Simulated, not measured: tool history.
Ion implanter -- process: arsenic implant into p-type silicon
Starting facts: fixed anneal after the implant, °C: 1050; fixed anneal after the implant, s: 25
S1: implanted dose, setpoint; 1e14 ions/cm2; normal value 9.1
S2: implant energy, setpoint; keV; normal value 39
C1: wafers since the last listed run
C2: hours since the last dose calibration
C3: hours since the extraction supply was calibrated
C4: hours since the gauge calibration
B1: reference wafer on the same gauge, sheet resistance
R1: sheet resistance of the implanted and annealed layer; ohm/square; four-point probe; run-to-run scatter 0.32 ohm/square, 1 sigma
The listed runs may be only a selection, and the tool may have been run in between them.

run	day	S1	S2	C1	C2	C3	C4	B1	R1
1	0	9.1	39	0	521.8	6015.5	310.9	106.01	128.09
2	1.888	9.1	39	811	567.1	6060.8	356.2	106.1	128.14
3	2.175	9.1	39	123	574	6067.7	363.1	106.1	128.28
4	2.675	9.1	39	215	586	6079.7	375.1	105.96	128.77
5	3.417	9.1	39	319	603.8	6097.5	392.9	105.93	129.34
6	4.138	9.1	39	310	621.1	6114.8	410.2	106.03	129.15
# day 4.296: gauge calibrated
7	4.638	9.1	32	215	633.1	6126.8	8.2	105.96	132.08
8	5.1	9.1	32	198	644.2	6137.9	19.3	106	132.49
9	5.358	9.1	32.5	111	650.4	6144.1	25.5	106.09	132.67
10	5.708	9.1	39	150	658.8	6152.5	33.9	106.03	129.4
11	6.104	9.88	39	170	668.3	6162	43.4	105.95	122.57
12	6.404	9.1	39	129	675.5	6169.2	50.6	106	130.01
13	6.804	9.1	39	172	685.1	6178.8	60.2	106.03	129.99
14	7.275	9.84	51	202	696.4	6190.1	71.5	105.98	117.76
15	7.642	10.3	49.5	157	705.2	6198.9	80.3	106.1	114.53
16	7.921	9.1	39	120	711.9	6205.6	87	105.99	130.03
# day 8.638: Faraday cup replaced and dose calibrated
17	8.658	9.1	39	173	0.5	6223.3	104.7	106.06	127.26
18	8.696	9.1	47	16	1.4	6224.2	105.6	106.04	123.27
19	9.433	8.26	48	317	19.1	6241.9	123.3	105.96	131.87
20	9.921	7.18	31.5	209	30.8	6253.6	135	105.96	154.73
21	11.188	9.1	39	544	61.2	6284	165.4	105.92	126.2
22	11.588	9.1	39	172	70.8	6293.6	175	105.94	126.17
23	12.138	7.05	49	236	84	6306.8	188.2	106.01	148.61
24	12.675	9.1	39	231	96.9	6319.7	201.1	106.01	126.24
# day 13.15: extraction supply calibrated
25	13.171	10.76	33	69	108.8	0.5	213	106.05	115.27
26	15.225	9.81	52.5	883	158.1	49.8	262.3	105.98	115
27	15.662	9.1	51.5	188	168.6	60.3	272.8	106.02	121.11
28	16.258	9.1	46.5	256	182.9	74.6	287.1	106.02	123.98
29	16.729	11.25	39	202	194.2	85.9	298.4	106.05	108.76
30	17.283	7.46	46.5	238	207.5	99.2	311.7	106.02	144.3
31	17.583	8.4	39	129	214.7	106.4	318.9	106.03	134.57
32	18.183	9.1	39	258	229.1	120.8	333.3	105.99	127.37
33	20.079	11.27	49.5	815	274.6	166.3	378.8	106.04	105.28
34	20.562	9.1	42.5	207	286.2	177.9	390.4	105.97	125.74
35	20.908	8.31	39	148	294.5	186.2	398.7	106.05	135.99
36	21.196	6.76	52	123	301.4	193.1	405.6	106.12	152.66

5 ways to go on from here, each from the tool as it stands after run 36. What would each give?
A	21.212	9.1	39	7	301.8	193.5	406	?	?
B	21.212	10.55	33	7	301.8	193.5	406	?	?
C	21.212	7.78	32	7	301.8	193.5	406	?	?
D	21.212	11.61	39	7	301.8	193.5	406	?	?
E	21.212	10.09	47	7	301.8	193.5	406	?	?

run	B1	R1
A	105.96	126.88
B	105.96	116.82
C	105.96	146.04
D	105.96	106.81
E	105.96	114.59
With no hidden state in the tool, these same runs would have given:
run	R1
A	126.02
B	116.07
C	145.03
D	106.13
E	113.82
